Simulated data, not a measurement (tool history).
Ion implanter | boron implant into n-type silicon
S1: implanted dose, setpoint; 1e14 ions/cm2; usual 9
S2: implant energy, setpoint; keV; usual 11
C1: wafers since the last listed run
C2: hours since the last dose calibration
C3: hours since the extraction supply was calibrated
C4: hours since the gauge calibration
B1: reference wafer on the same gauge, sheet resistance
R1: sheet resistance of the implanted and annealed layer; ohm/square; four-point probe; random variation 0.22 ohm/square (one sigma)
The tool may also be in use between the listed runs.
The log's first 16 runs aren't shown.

run 17 hour=208.4 | S1=9 S2=11 | C1=115 C2=79.8 C3=12.5 C4=293.7 | B1=165.97 | R1=145.14
run 18 hour=215.1 | S1=8.25 S2=7.5 | C1=87 C2=86.5 C3=19.2 C4=300.4 | B1=166.04 | R1=162.98
run 19 hour=231.8 | S1=7.06 S2=8.5 | C1=218 C2=103.2 C3=35.9 C4=317.1 | B1=166.01 | R1=183.86
-- hour=236.8 gauge calibrated
run 20 hour=244.7 | S1=9 S2=11 | C1=168 C2=116.1 C3=48.8 C4=7.9 | B1=165.99 | R1=145.44
run 21 hour=254.7 | S1=9 S2=11 | C1=130 C2=126.1 C3=58.8 C4=17.9 | B1=166 | R1=145.33
run 22 hour=261.7 | S1=10.46 S2=12 | C1=91 C2=133.1 C3=65.8 C4=24.9 | B1=166 | R1=127.06
run 23 hour=271.9 | S1=10.72 S2=11 | C1=133 C2=143.3 C3=76 C4=35.1 | B1=165.99 | R1=126.2
run 24 hour=283.3 | S1=9 S2=9 | C1=149 C2=154.7 C3=87.4 C4=46.5 | B1=166.04 | R1=148.94
run 25 hour=294.7 | S1=9 S2=11 | C1=149 C2=166.1 C3=98.8 C4=57.9 | B1=165.99 | R1=145.82
run 26 hour=309.3 | S1=9 S2=11 | C1=190 C2=180.7 C3=113.4 C4=72.5 | B1=166.01 | R1=146.08

Run 27 comes next. What will it give?
run 27 hour=325.5 | S1=10.8 S2=11 | C1=211 C2=196.9 C3=129.6 C4=88.7 | B1=? | R1=?

Run 27 gave B1 166.05, R1 126.1 ohm/square.
Without the tool's hidden state the same run would have given R1 124.38 ohm/square.
